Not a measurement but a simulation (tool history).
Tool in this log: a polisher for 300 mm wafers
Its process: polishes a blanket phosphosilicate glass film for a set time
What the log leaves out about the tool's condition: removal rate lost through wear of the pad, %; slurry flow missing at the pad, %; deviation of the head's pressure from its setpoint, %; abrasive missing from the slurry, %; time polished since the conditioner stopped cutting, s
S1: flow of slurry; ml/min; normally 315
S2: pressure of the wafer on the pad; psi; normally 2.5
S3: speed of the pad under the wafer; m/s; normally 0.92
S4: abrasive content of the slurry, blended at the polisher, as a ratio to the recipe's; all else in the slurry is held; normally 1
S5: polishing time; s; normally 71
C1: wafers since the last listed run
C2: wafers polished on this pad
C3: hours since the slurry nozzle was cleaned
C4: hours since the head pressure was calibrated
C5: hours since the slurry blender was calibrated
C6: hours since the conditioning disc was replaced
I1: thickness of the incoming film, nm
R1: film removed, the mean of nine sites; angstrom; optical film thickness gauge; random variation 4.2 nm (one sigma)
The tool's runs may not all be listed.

run 1 hour=0 | S1=315 S2=2.5 S3=0.92 S4=1 S5=71 | C1=0 C2=1653 C3=767.8 C4=975.1 C5=152.6 C6=432.4 | I1=4495.1 | R1=4386
-- hour=3.7 conditioning disc replaced and pad reconditioned
run 2 hour=43.7 | S1=315 S2=1.9 S3=0.92 S4=1 S5=71 | C1=468 C2=2122 C3=811.5 C4=1018.8 C5=196.3 C6=40 | I1=4479.8 | R1=3543
run 3 hour=71.6 | S1=315 S2=1.9 S3=0.92 S4=1 S5=71 | C1=313 C2=2435 C3=839.4 C4=1046.7 C5=224.2 C6=67.9 | I1=4458.3 | R1=3427
-- hour=113.3 slurry nozzle cleaned
run 4 hour=113.8 | S1=315 S2=1.9 S3=0.92 S4=1 S5=71 | C1=463 C2=2899 C3=0.5 C4=1088.9 C5=266.4 C6=110.1 | I1=4430.5 | R1=3801
run 5 hour=176 | S1=315 S2=2.5 S3=0.92 S4=1.15 S5=71 | C1=699 C2=3598 C3=62.7 C4=1151.1 C5=328.6 C6=172.3 | I1=4505.7 | R1=5080
-- hour=182.2 worn pad replaced by a new one
run 6 hour=212.7 | S1=315 S2=2.5 S3=0.92 S4=1 S5=71 | C1=367 C2=343 C3=99.4 C4=1187.8 C5=365.3 C6=209 | I1=4583.6 | R1=4631
-- hour=252.3 head pressure recalibrated
run 7 hour=274.7 | S1=315 S2=2.5 S3=0.92 S4=1.15 S5=71 | C1=674 C2=1018 C3=161.4 C4=22.4 C5=427.3 C6=271 | I1=4567.6 | R1=5079
run 8 hour=341.4 | S1=315 S2=2.5 S3=0.92 S4=1 S5=71 | C1=749 C2=1768 C3=228.1 C4=89.1 C5=494 C6=337.7 | I1=4504.6 | R1=4616
-- hour=387.7 conditioning disc replaced and pad reconditioned
-- hour=392.5 slurry blender recalibrated
run 9 hour=393.4 | S1=315 S2=2.1 S3=0.76 S4=1 S5=50 | C1=539 C2=2307 C3=280.1 C4=141.1 C5=0.9 C6=5.7 | I1=4441.5 | R1=2366
run 10 hour=456.3 | S1=395 S2=2.5 S3=0.92 S4=1 S5=71 | C1=707 C2=3015 C3=343 C4=204 C5=63.8 C6=68.6 | I1=4429.7 | R1=4689
-- hour=557.1 worn pad replaced by a new one
run 11 hour=572.9 | S1=280 S2=3.1 S3=1 S4=1 S5=63 | C1=1266 C2=178 C3=459.6 C4=320.6 C5=180.4 C6=185.2 | I1=4465 | R1=5033
run 12 hour=666.6 | S1=395 S2=3.3 S3=0.92 S4=1 S5=71 | C1=1053 C2=1231 C3=553.3 C4=414.3 C5=274.1 C6=278.9 | I1=4481.3 | R1=5812
run 13 hour=721.5 | S1=415 S2=2.5 S3=1.24 S4=1.25 S5=71 | C1=617 C2=1848 C3=608.2 C4=469.2 C5=329 C6=333.8 | I1=4519 | R1=6673
-- hour=775.8 conditioning disc replaced and pad reconditioned
run 14 hour=781.3 | S1=315 S2=2.5 S3=0.92 S4=1 S5=71 | C1=649 C2=2498 C3=668 C4=529 C5=388.8 C6=5.5 | I1=4541.9 | R1=4454
run 15 hour=820.5 | S1=350 S2=2.5 S3=1.04 S4=0.8 S5=90 | C1=440 C2=2939 C3=707.2 C4=568.2 C5=428 C6=44.7 | I1=4483.5 | R1=5226
run 16 hour=872 | S1=315 S2=1.7 S3=0.92 S4=0.9 S5=60 | C1=579 C2=3518 C3=758.7 C4=619.7 C5=479.5 C6=96.2 | I1=4553 | R1=2525
run 17 hour=902 | S1=315 S2=2.5 S3=0.92 S4=1 S5=52 | C1=337 C2=3855 C3=788.7 C4=649.7 C5=509.5 C6=126.2 | I1=4537.9 | R1=3181
-- hour=906.2 slurry blender recalibrated
-- hour=961.2 worn pad replaced by a new one
run 18 hour=964.4 | S1=415 S2=2.5 S3=1.24 S4=1.25 S5=71 | C1=634 C2=36 C3=851.1 C4=712.1 C5=58.2 C6=188.6 | I1=4476 | R1=6498
run 19 hour=1009.3 | S1=385 S2=3.1 S3=1.12 S4=1 S5=71 | C1=504 C2=540 C3=896 C4=757 C5=103.1 C6=233.5 | I1=4497.6 | R1=6228
-- hour=1016 slurry nozzle cleaned
run 20 hour=1070.7 | S1=315 S2=2.5 S3=0.92 S4=1 S5=71 | C1=679 C2=1219 C3=54.7 C4=818.4 C5=164.5 C6=294.9 | I1=4495.7 | R1=4579
-- hour=1131.2 conditioning disc replaced and pad reconditioned
run 21 hour=1131.7 | S1=315 S2=2 S3=0.92 S4=1 S5=71 | C1=663 C2=1883 C3=115.7 C4=879.4 C5=225.5 C6=0.5 | I1=4494.8 | R1=3770
run 22 hour=1187.1 | S1=315 S2=2.5 S3=0.92 S4=1.1 S5=71 | C1=622 C2=2506 C3=171.1 C4=934.8 C5=280.9 C6=55.9 | I1=4437.4 | R1=4882
run 23 hour=1221.4 | S1=360 S2=1.7 S3=1.12 S4=1 S5=71 | C1=385 C2=2891 C3=205.4 C4=969.1 C5=315.2 C6=90.2 | I1=4476.3 | R1=4027
run 24 hour=1288.1 | S1=210 S2=2.5 S3=0.92 S4=1 S5=49 | C1=749 C2=3641 C3=272.1 C4=1035.8 C5=381.9 C6=156.9 | I1=4519.7 | R1=2956

Branching from run 24: 5 alternative next runs. What would each branch give?
run A hour=1288.5 | S1=315 S2=2.5 S3=0.92 S4=1 S5=87 | C1=4 C2=3646 C3=272.5 C4=1036.2 C5=382.3 C6=157.3 | I1=4504.2 | R1=?
run B hour=1288.5 | S1=395 S2=2.5 S3=0.92 S4=1 S5=93 | C1=4 C2=3646 C3=272.5 C4=1036.2 C5=382.3 C6=157.3 | I1=4504.2 | R1=?
run C hour=1288.5 | S1=315 S2=3.3 S3=0.66 S4=1 S5=71 | C1=4 C2=3646 C3=272.5 C4=1036.2 C5=382.3 C6=157.3 | I1=4504.2 | R1=?
run D hour=1288.5 | S1=315 S2=2.5 S3=0.76 S4=1 S5=71 | C1=4 C2=3646 C3=272.5 C4=1036.2 C5=382.3 C6=157.3 | I1=4504.2 | R1=?
run E hour=1288.5 | S1=315 S2=2.5 S3=0.92 S4=0.9 S5=71 | C1=4 C2=3646 C3=272.5 C4=1036.2 C5=382.3 C6=157.3 | I1=4504.2 | R1=?

run=A R1=5653
run=B R1=6179
run=C R1=4461
run=D R1=3959
run=E R1=4271
Take away the tool's hidden state, keep each run's random variation, and the runs would have read:
run=A R1=5747
run=B R1=6259
run=C R1=4535
run=D R1=4025
run=E R1=4342
